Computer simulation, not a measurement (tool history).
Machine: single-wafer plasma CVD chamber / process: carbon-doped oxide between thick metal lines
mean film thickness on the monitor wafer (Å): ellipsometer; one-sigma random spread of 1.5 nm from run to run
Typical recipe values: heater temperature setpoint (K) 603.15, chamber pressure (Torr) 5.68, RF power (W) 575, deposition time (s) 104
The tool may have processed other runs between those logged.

run    hour  heater temperature setpoint (K)  chamber pressure (Torr)  RF power (W)  deposition time (s)  wafers since the last listed run  hours since the last thermocouple change  hours since the last RF generator calibration  hours since the last manometer calibration  hours since the showerhead was replaced  hours since the gauge calibration  read-back reference wafer on the same gauge, thickness_nm  mean film thickness on the monitor wafer (Å)
  1     0.0                           603.15                     5.68           575                  104                                 0                                     313.0                                          375.7                                      1060.1                                   4809.8                             1347.9                                                    506.153                                       6394.12
  2    98.4                           603.15                     5.68           575                  104                              1059                                     411.4                                          474.1                                      1158.5                                   4908.2                             1446.3                                                    506.153                                       6362.58
  3   155.6                           603.15                     5.68           575                  104                               615                                     468.6                                          531.3                                      1215.7                                   4965.4                             1503.5                                                    505.541                                       6376.75
      210.5  -- capacitance manometer re-zeroed and calibrated
  4   239.3                           617.15                     5.68           535                  113                               815                                     552.3                                          615.0                                        28.8                                   5049.1                             1587.2                                                    505.677                                       6311.71
  5   325.1                           603.15                     5.68           575                  104                               923                                     638.1                                          700.8                                       114.6                                   5134.9                             1673.0                                                    505.427                                       6385.19
  6   412.1                           603.15                     5.68           575                  104                               936                                     725.1                                          787.8                                       201.6                                   5221.9                             1760.0                                                    505.848                                       6372.73
  7   478.0                           613.15                     5.68           575                  104                               709                                     791.0                                          853.7                                       267.5                                   5287.8                             1825.9                                                    506.025                                       6185.88
      543.4  -- RF generator calibrated
  8   577.9                           603.15                     4.85           535                  115                               989                                     890.9                                           34.5                                       367.4                                   5387.7                             1925.8                                                    505.657                                       6481.19
  9   623.5                           603.15                     5.68           575                  104                               491                                     936.5                                           80.1                                       413.0                                   5433.3                             1971.4                                                    505.692                                       6377.96
      635.8  -- thermocouple changed; heater temperature recalibrated, repeated, since the last time left the tool worse
 10   696.8                           603.15                     5.68           575                  104                               703                                      61.0                                          153.4                                       486.3                                   5506.6                             2044.7                                                    505.897                                       6245.08
 11   772.2                           603.15                     5.68           575                  104                               811                                     136.4                                          228.8                                       561.7                                   5582.0                             2120.1                                                    506.067                                       6231.39
      812.0  -- gauge calibrated
 12   844.0                           612.15                     6.54           575                  104                               773                                     208.2                                          300.6                                       633.5                                   5653.8                               32.0                                                    505.740                                       6201.31
 13  1055.7                           596.15                     5.68           575                  104                              2279                                     419.9                                          512.3                                       845.2                                   5865.5                              243.7                                                    506.209                                       6427.51
 14  1101.0                           603.15                     5.68           575                  104                               487                                     465.2                                          557.6                                       890.5                                   5910.8                              289.0                                                    505.736                                       6267.81
 15  1302.4                           603.15                     5.68           540                  104                              2168                                     666.6                                          759.0                                      1091.9                                   6112.2                              490.4                                                    505.572                                       5992.89
 16  1399.1                           603.15                     5.68           575                   98                              1041                                     763.3                                          855.7                                      1188.6                                   6208.9                              587.1                                                    506.139                                       5925.03
     1441.3  -- showerhead replaced
     1462.7  -- thermocouple changed; heater temperature recalibrated
     1510.3  -- RF generator calibrated
 17  1510.8                           611.15                     5.68           535                  111                               944                                      48.1                                            0.5                                      1300.3                                     69.5                              698.8                                                    505.807                                       6149.87
 18  1696.2                           603.15                     5.68           575                  104                              1996                                     233.5                                          185.9                                      1485.7                                    254.9                              884.2                                                    505.734                                       6249.64
     1748.7  -- capacitance manometer re-zeroed and calibrated
 19  1749.2                           593.15                     5.68           655                  104                               484                                     286.5                                          238.9                                         0.5                                    307.9                              937.2                                                    506.025                                       7062.71
 20  1968.4                           611.15                     5.68           575                  122                              2360                                     505.7                                          458.1                                       219.7                                    527.1                             1156.4                                                    505.651                                       7154.49
 21  2017.3                           599.15                     4.51           575                  115                               526                                     554.6                                          507.0                                       268.6                                    576.0                             1205.3                                                    505.562                                       6672.55
 22  2119.4                           610.15                     6.89           575                  104                              1099                                     656.7                                          609.1                                       370.7                                    678.1                             1307.4                                                    505.616                                       6275.22
 23  2169.1                           592.15                     4.57           475                  104                               535                                     706.4                                          658.8                                       420.4                                    727.8                             1357.1                                                    505.734                                       5406.19
 24  2238.2                           603.15                     4.59           520                  120                               744                                     775.5                                          727.9                                       489.5                                    796.9                             1426.2                                                    505.957                                       6442.28
 25  2291.8                           603.15                     5.68           575                  104                               577                                     829.1                                          781.5                                       543.1                                    850.5                             1479.8                                                    505.878                                       6261.37
     2360.7  -- thermocouple changed; heater temperature recalibrated
 26  2373.0                           609.15                     5.68           575                   93                               788                                      12.3                                          862.7                                       624.3                                    931.7                             1561.0                                                    505.773                                       5452.23
 27  2454.0                           603.15                     5.68           575                  117                               872                                      93.3                                          943.7                                       705.3                                   1012.7                             1642.0                                                    506.237                                       7020.75

Here are 5 independent what-if runs from the current tool condition. What would each one return?
  A  2454.4                           603.15                     5.68           575                  104                                 4                                      93.7                                          944.1                                       705.7                                   1013.1                             1642.4                                                          ?                                             ?
  B  2454.4                           612.15                     5.68           650                   84                                 4                                      93.7                                          944.1                                       705.7                                   1013.1                             1642.4                                                          ?                                             ?
  C  2454.4                           603.15                     6.86           575                   91                                 4                                      93.7                                          944.1                                       705.7                                   1013.1                             1642.4                                                          ?                                             ?
  D  2454.4                           603.15                     4.93           575                  113                                 4                                      93.7                                          944.1                                       705.7                                   1013.1                             1642.4                                                          ?                                             ?
  E  2454.4                           589.15                     6.20           485                   89                                 4                                      93.7                                          944.1                                       705.7                                   1013.1                             1642.4                                                          ?                                             ?

run  read-back reference wafer on the same gauge, thickness_nm  mean film thickness on the monitor wafer (Å)
  A                                                    505.736                                       6240.52
  B                                                    505.736                                       5332.86
  C                                                    505.736                                       5598.02
  D                                                    505.736                                       6583.80
  E                                                    505.736                                       5041.39
Take away the tool's hidden state, keep each run's random variation, and the runs would have read:
run  mean film thickness on the monitor wafer (Å)
  A                                       6226.55
  B                                       5322.08
  C                                       5585.49
  D                                       6569.07
  E                                       5028.39
